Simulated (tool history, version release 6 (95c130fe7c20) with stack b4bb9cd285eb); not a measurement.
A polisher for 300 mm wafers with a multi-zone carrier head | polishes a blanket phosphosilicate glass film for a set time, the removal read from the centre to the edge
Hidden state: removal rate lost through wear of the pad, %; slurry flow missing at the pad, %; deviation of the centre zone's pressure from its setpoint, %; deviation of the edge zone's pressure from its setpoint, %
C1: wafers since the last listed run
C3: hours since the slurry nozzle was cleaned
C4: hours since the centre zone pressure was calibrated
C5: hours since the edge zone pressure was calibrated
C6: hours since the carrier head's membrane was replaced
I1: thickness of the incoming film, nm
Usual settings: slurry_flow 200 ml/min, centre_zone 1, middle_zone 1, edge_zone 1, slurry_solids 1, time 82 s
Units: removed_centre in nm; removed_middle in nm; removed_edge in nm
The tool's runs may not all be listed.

run 1 hour=0 | slurry_flow=200 centre_zone=1 middle_zone=1 edge_zone=1 slurry_solids=1 time=82 | C1=0 wafers_polished_on_this_pad=1081 C3=611.8 C4=756.7 C5=312.1 C6=595.4 | I1=2104.7 | removed_centre=545.3 removed_middle=566.8 removed_edge=560.3
run 2 hour=33.3 | slurry_flow=200 centre_zone=1 middle_zone=1 edge_zone=1 slurry_solids=1 time=82 | C1=402 wafers_polished_on_this_pad=1484 C3=645.1 C4=790 C5=345.4 C6=628.7 | I1=2119.3 | removed_centre=539.5 removed_middle=554.5 removed_edge=560
run 3 hour=60 | slurry_flow=200 centre_zone=1 middle_zone=1 edge_zone=1 slurry_solids=1 time=82 | C1=323 wafers_polished_on_this_pad=1807 C3=671.8 C4=816.7 C5=372.1 C6=655.4 | I1=2146.6 | removed_centre=530.4 removed_middle=545.4 removed_edge=543.5
-- hour=84.1 worn pad replaced by a new one
run 4 hour=84.6 | slurry_flow=200 centre_zone=1 middle_zone=1 edge_zone=1 slurry_solids=1 time=82 | C1=249 wafers_polished_on_this_pad=6 C3=696.4 C4=841.3 C5=396.7 C6=680 | I1=2134.3 | removed_centre=588.4 removed_middle=613 removed_edge=616
run 5 hour=95.8 | slurry_flow=200 centre_zone=1 middle_zone=1 edge_zone=1 slurry_solids=1 time=82 | C1=135 wafers_polished_on_this_pad=142 C3=707.6 C4=852.5 C5=407.9 C6=691.2 | I1=2098.4 | removed_centre=575 removed_middle=594.1 removed_edge=585.4
run 6 hour=144.6 | slurry_flow=200 centre_zone=1 middle_zone=1 edge_zone=1 slurry_solids=1 time=82 | C1=590 wafers_polished_on_this_pad=732 C3=756.4 C4=901.3 C5=456.7 C6=740 | I1=2144.1 | removed_centre=549.3 removed_middle=561.6 removed_edge=576.2
run 7 hour=169.9 | slurry_flow=225 centre_zone=1 middle_zone=1 edge_zone=1 slurry_solids=1 time=82 | C1=306 wafers_polished_on_this_pad=1038 C3=781.7 C4=926.6 C5=482 C6=765.3 | I1=2128.8 | removed_centre=556.7 removed_middle=568.6 removed_edge=573.4
run 8 hour=194.9 | slurry_flow=200 centre_zone=1 middle_zone=1 edge_zone=0.93 slurry_solids=0.8 time=82 | C1=302 wafers_polished_on_this_pad=1341 C3=806.7 C4=951.6 C5=507 C6=790.3 | I1=2115.6 | removed_centre=498.8 removed_middle=516.5 removed_edge=494.1
-- hour=205.8 carrier head's membrane replaced by a new one
-- hour=213.4 edge zone pressure recalibrated
-- hour=229.8 worn pad replaced by a new one
run 9 hour=230.3 | slurry_flow=200 centre_zone=0.95 middle_zone=1 edge_zone=1 slurry_solids=1 time=60 | C1=295 wafers_polished_on_this_pad=6 C3=842.1 C4=987 C5=16.9 C6=24.5 | I1=2093.8 | removed_centre=407.4 removed_middle=440.9 removed_edge=442
-- hour=233.6 slurry nozzle cleaned
-- hour=234.3 centre zone pressure recalibrated
run 10 hour=254.7 | slurry_flow=200 centre_zone=1 middle_zone=1 edge_zone=1 slurry_solids=1 time=82 | C1=274 wafers_polished_on_this_pad=280 C3=21.1 C4=20.4 C5=41.3 C6=48.9 | I1=2129 | removed_centre=559.1 removed_middle=578.3 removed_edge=582.7
run 11 hour=272.5 | slurry_flow=200 centre_zone=1 middle_zone=1.07 edge_zone=1 slurry_solids=1 time=68 | C1=215 wafers_polished_on_this_pad=495 C3=38.9 C4=38.2 C5=59.1 C6=66.7 | I1=2149.4 | removed_centre=467 removed_middle=510.2 removed_edge=470
run 12 hour=301.3 | slurry_flow=200 centre_zone=1 middle_zone=1 edge_zone=1 slurry_solids=1 time=64 | C1=348 wafers_polished_on_this_pad=844 C3=67.7 C4=67 C5=87.9 C6=95.5 | I1=2105.7 | removed_centre=426.3 removed_middle=439.8 removed_edge=436.3
run 13 hour=334.8 | slurry_flow=200 centre_zone=1 middle_zone=1 edge_zone=1 slurry_solids=1 time=82 | C1=405 wafers_polished_on_this_pad=1249 C3=101.2 C4=100.5 C5=121.4 C6=129 | I1=2133.4 | removed_centre=536.6 removed_middle=568.4 removed_edge=556
run 14 hour=362 | slurry_flow=200 centre_zone=0.94 middle_zone=1 edge_zone=1 slurry_solids=1 time=99 | C1=329 wafers_polished_on_this_pad=1578 C3=128.4 C4=127.7 C5=148.6 C6=156.2 | I1=2122 | removed_centre=610.6 removed_middle=660.3 removed_edge=658.5
run 15 hour=391.7 | slurry_flow=140 centre_zone=1 middle_zone=1 edge_zone=1.07 slurry_solids=1 time=107 | C1=359 wafers_polished_on_this_pad=1938 C3=158.1 C4=157.4 C5=178.3 C6=185.9 | I1=2113.1 | removed_centre=653.4 removed_middle=676.8 removed_edge=703.2
-- hour=408 worn pad replaced by a new one
run 16 hour=425 | slurry_flow=200 centre_zone=1 middle_zone=1 edge_zone=1 slurry_solids=1 time=82 | C1=354 wafers_polished_on_this_pad=206 C3=191.4 C4=190.7 C5=211.6 C6=219.2 | I1=2138.2 | removed_centre=561.4 removed_middle=585.8 removed_edge=585.1
run 17 hour=458.8 | slurry_flow=200 centre_zone=1 middle_zone=0.94 edge_zone=1 slurry_solids=0.9 time=104 | C1=408 wafers_polished_on_this_pad=615 C3=225.2 C4=224.5 C5=245.4 C6=253 | I1=2170 | removed_centre=666.8 removed_middle=663.8 removed_edge=697.4
run 18 hour=474.8 | slurry_flow=200 centre_zone=0.88 middle_zone=1 edge_zone=1 slurry_solids=1 time=82 | C1=193 wafers_polished_on_this_pad=808 C3=241.2 C4=240.5 C5=261.4 C6=269 | I1=2093.2 | removed_centre=472 removed_middle=560.8 removed_edge=563.2
run 19 hour=500.6 | slurry_flow=200 centre_zone=1.1 middle_zone=1 edge_zone=1 slurry_solids=1 time=82 | C1=312 wafers_polished_on_this_pad=1120 C3=267 C4=266.3 C5=287.2 C6=294.8 | I1=2144.1 | removed_centre=585.7 removed_middle=551.1 removed_edge=547.6
run 20 hour=524.7 | slurry_flow=200 centre_zone=1 middle_zone=0.94 edge_zone=1 slurry_solids=0.8 time=82 | C1=291 wafers_polished_on_this_pad=1412 C3=291.1 C4=290.4 C5=311.3 C6=318.9 | I1=2133.3 | removed_centre=486.4 removed_middle=491.3 removed_edge=504.2
run 21 hour=549 | slurry_flow=200 centre_zone=1.09 middle_zone=1 edge_zone=1 slurry_solids=1 time=82 | C1=293 wafers_polished_on_this_pad=1706 C3=315.4 C4=314.7 C5=335.6 C6=343.2 | I1=2138.1 | removed_centre=574.5 removed_middle=544.7 removed_edge=549.6
run 22 hour=581.7 | slurry_flow=200 centre_zone=1 middle_zone=0.93 edge_zone=1 slurry_solids=1.1 time=82 | C1=395 wafers_polished_on_this_pad=2101 C3=348.1 C4=347.4 C5=368.3 C6=375.9 | I1=2122.7 | removed_centre=546.5 removed_middle=529.6 removed_edge=556.3

Table of differences, measured result less the result of that run with no hidden state. Run-to-run variation is the same in both. Gauge scatter possibly is not:
run=1 removed_centre=-46.4 removed_middle=-48.2 removed_edge=-47.6
run=2 removed_centre=-51.4 removed_middle=-52.9 removed_edge=-53.4
run=3 removed_centre=-53.2 removed_middle=-54.7 removed_edge=-54.5
run=4 removed_centre=-4.1 removed_middle=-4.3 removed_edge=-4.3
run=5 removed_centre=-14.2 removed_middle=-14.7 removed_edge=-14.4
run=6 removed_centre=-40.8 removed_middle=-41.8 removed_edge=-42.9
run=7 removed_centre=-49.1 removed_middle=-50.2 removed_edge=-50.6
run=8 removed_centre=-48.4 removed_middle=-50.1 removed_edge=-48
run=9 removed_centre=-2.4 removed_middle=-2.7 removed_edge=-2.6
run=10 removed_centre=-23 removed_middle=-23.7 removed_edge=-23.9
run=11 removed_centre=-27.8 removed_middle=-30.4 removed_edge=-28
run=12 removed_centre=-34.1 removed_middle=-35.1 removed_edge=-34.9
run=13 removed_centre=-50.5 removed_middle=-53.5 removed_edge=-52.3
run=14 removed_centre=-61.6 removed_middle=-66.6 removed_edge=-66.4
run=15 removed_centre=-68.9 removed_middle=-71.4 removed_edge=-74.1
run=16 removed_centre=-23.9 removed_middle=-24.9 removed_edge=-25
run=17 removed_centre=-52.3 removed_middle=-52.1 removed_edge=-54.7
run=18 removed_centre=-42.4 removed_middle=-50.3 removed_edge=-50.6
run=19 removed_centre=-60.2 removed_middle=-56.6 removed_edge=-56.2
run=20 removed_centre=-53.7 removed_middle=-54.3 removed_edge=-55.6
run=21 removed_centre=-66.4 removed_middle=-63 removed_edge=-63.5
run=22 removed_centre=-65.5 removed_middle=-63.4 removed_edge=-66.6
